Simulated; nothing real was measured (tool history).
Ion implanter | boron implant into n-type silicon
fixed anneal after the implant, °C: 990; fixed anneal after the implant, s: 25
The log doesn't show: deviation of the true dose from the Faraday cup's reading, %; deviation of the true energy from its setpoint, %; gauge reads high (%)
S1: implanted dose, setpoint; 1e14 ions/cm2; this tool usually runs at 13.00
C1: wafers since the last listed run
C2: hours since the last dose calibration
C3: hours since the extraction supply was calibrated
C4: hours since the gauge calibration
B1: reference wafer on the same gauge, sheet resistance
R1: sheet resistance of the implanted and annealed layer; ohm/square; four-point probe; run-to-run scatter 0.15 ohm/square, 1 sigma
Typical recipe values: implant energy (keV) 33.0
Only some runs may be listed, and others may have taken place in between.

{"run": 1, "day": 0.0, "S1": 13.0, "implant energy (keV)": 33.0, "C1": 0, "C2": 915.6, "C3": 1903.6, "C4": 454.0, "B1": 113.05, "R1": 104.24}
{"run": 2, "day": 1.279, "S1": 13.96, "implant energy (keV)": 33.0, "C1": 545, "C2": 946.3, "C3": 1934.3, "C4": 484.7, "B1": 113.04, "R1": 98.87}
{"run": 3, "day": 4.208, "S1": 13.96, "implant energy (keV)": 33.0, "C1": 1248, "C2": 1016.6, "C3": 2004.6, "C4": 555.0, "B1": 113.01, "R1": 99.14}
{"run": 4, "day": 4.958, "S1": 13.96, "implant energy (keV)": 33.0, "C1": 319, "C2": 1034.6, "C3": 2022.6, "C4": 573.0, "B1": 113.06, "R1": 99.17}
{"run": 5, "day": 5.962, "S1": 10.19, "implant energy (keV)": 33.0, "C1": 427, "C2": 1058.7, "C3": 2046.7, "C4": 597.1, "B1": 113.04, "R1": 127.34}
{"run": 6, "day": 7.046, "S1": 10.19, "implant energy (keV)": 33.0, "C1": 461, "C2": 1084.7, "C3": 2072.7, "C4": 623.1, "B1": 113.01, "R1": 127.28}
{"run": 7, "day": 7.567, "S1": 13.0, "implant energy (keV)": 39.5, "C1": 221, "C2": 1097.2, "C3": 2085.2, "C4": 635.6, "B1": 112.95, "R1": 103.89}
{"day": 8.467, "done": "gauge calibrated"}
{"run": 8, "day": 8.954, "S1": 13.0, "implant energy (keV)": 39.5, "C1": 591, "C2": 1130.5, "C3": 2118.5, "C4": 11.7, "B1": 113.05, "R1": 104.04}
{"day": 9.608, "done": "extraction supply calibrated"}
{"run": 9, "day": 9.867, "S1": 13.0, "implant energy (keV)": 39.5, "C1": 246, "C2": 1152.4, "C3": 6.2, "C4": 33.6, "B1": 113.08, "R1": 104.47}
{"run": 10, "day": 10.617, "S1": 10.45, "implant energy (keV)": 27.5, "C1": 319, "C2": 1170.4, "C3": 24.2, "C4": 51.6, "B1": 113.0, "R1": 126.96}
{"run": 11, "day": 11.475, "S1": 13.0, "implant energy (keV)": 33.0, "C1": 365, "C2": 1191.0, "C3": 44.8, "C4": 72.2, "B1": 112.97, "R1": 105.42}
{"run": 12, "day": 12.792, "S1": 13.0, "implant energy (keV)": 33.0, "C1": 561, "C2": 1222.6, "C3": 76.4, "C4": 103.8, "B1": 112.94, "R1": 105.89}
{"run": 13, "day": 13.3, "S1": 13.0, "implant energy (keV)": 41.5, "C1": 216, "C2": 1234.8, "C3": 88.6, "C4": 116.0, "B1": 113.06, "R1": 104.6}
{"day": 14.083, "done": "Faraday cup replaced and dose calibrated"}
{"run": 14, "day": 14.129, "S1": 10.15, "implant energy (keV)": 24.5, "C1": 211, "C2": 1.1, "C3": 108.5, "C4": 135.9, "B1": 113.05, "R1": 127.37}
{"run": 15, "day": 15.388, "S1": 15.82, "implant energy (keV)": 40.5, "C1": 536, "C2": 31.3, "C3": 138.7, "C4": 166.1, "B1": 112.98, "R1": 86.94}
{"run": 16, "day": 16.125, "S1": 9.34, "implant energy (keV)": 43.5, "C1": 314, "C2": 49.0, "C3": 156.4, "C4": 183.8, "B1": 112.98, "R1": 132.24}
{"run": 17, "day": 17.225, "S1": 10.73, "implant energy (keV)": 38.5, "C1": 468, "C2": 75.4, "C3": 182.8, "C4": 210.2, "B1": 113.01, "R1": 118.73}
{"run": 18, "day": 18.321, "S1": 13.0, "implant energy (keV)": 33.0, "C1": 467, "C2": 101.7, "C3": 209.1, "C4": 236.5, "B1": 113.02, "R1": 102.51}
{"run": 19, "day": 19.683, "S1": 10.86, "implant energy (keV)": 25.5, "C1": 580, "C2": 134.4, "C3": 241.8, "C4": 269.2, "B1": 113.03, "R1": 120.23}
{"run": 20, "day": 20.204, "S1": 9.89, "implant energy (keV)": 28.0, "C1": 221, "C2": 146.9, "C3": 254.3, "C4": 281.7, "B1": 113.07, "R1": 129.03}
{"run": 21, "day": 21.338, "S1": 13.0, "implant energy (keV)": 33.0, "C1": 483, "C2": 174.1, "C3": 281.5, "C4": 308.9, "B1": 113.04, "R1": 102.45}
{"run": 22, "day": 22.421, "S1": 13.0, "implant energy (keV)": 37.0, "C1": 461, "C2": 200.1, "C3": 307.5, "C4": 334.9, "B1": 113.0, "R1": 102.09}
{"run": 23, "day": 23.646, "S1": 9.97, "implant energy (keV)": 37.0, "C1": 522, "C2": 229.5, "C3": 336.9, "C4": 364.3, "B1": 113.02, "R1": 126.14}
{"run": 24, "day": 24.292, "S1": 13.0, "implant energy (keV)": 33.0, "C1": 275, "C2": 245.0, "C3": 352.4, "C4": 379.8, "B1": 113.0, "R1": 102.72}
{"run": 25, "day": 25.05, "S1": 16.84, "implant energy (keV)": 44.0, "C1": 323, "C2": 263.2, "C3": 370.6, "C4": 398.0, "B1": 113.01, "R1": 82.94}
{"run": 26, "day": 25.571, "S1": 13.0, "implant energy (keV)": 22.5, "C1": 221, "C2": 275.7, "C3": 383.1, "C4": 410.5, "B1": 113.04, "R1": 106.72}

Across each entry between runs, compare the hidden state at the last listed run before it with the hidden state at the first listed run after it:
After run 7, before run 8: gauge calibrated (day 8.467)
  deviation of the true dose from the Faraday cup's reading, %: -3.25 -> -3.42
  measured minus no-state result, R1: +2.68 -> +2.82 ohm/square
After run 8, before run 9: extraction supply calibrated (day 9.608)
  deviation of the true dose from the Faraday cup's reading, %: -3.42 -> -3.54
  measured minus no-state result, R1: +2.82 -> +2.94 ohm/square
After run 13, before run 14: Faraday cup replaced and dose calibrated (day 14.083)
  deviation of the true dose from the Faraday cup's reading, %: -4.01 -> -0.37
  measured minus no-state result, R1: +3.35 -> +0.38 ohm/square

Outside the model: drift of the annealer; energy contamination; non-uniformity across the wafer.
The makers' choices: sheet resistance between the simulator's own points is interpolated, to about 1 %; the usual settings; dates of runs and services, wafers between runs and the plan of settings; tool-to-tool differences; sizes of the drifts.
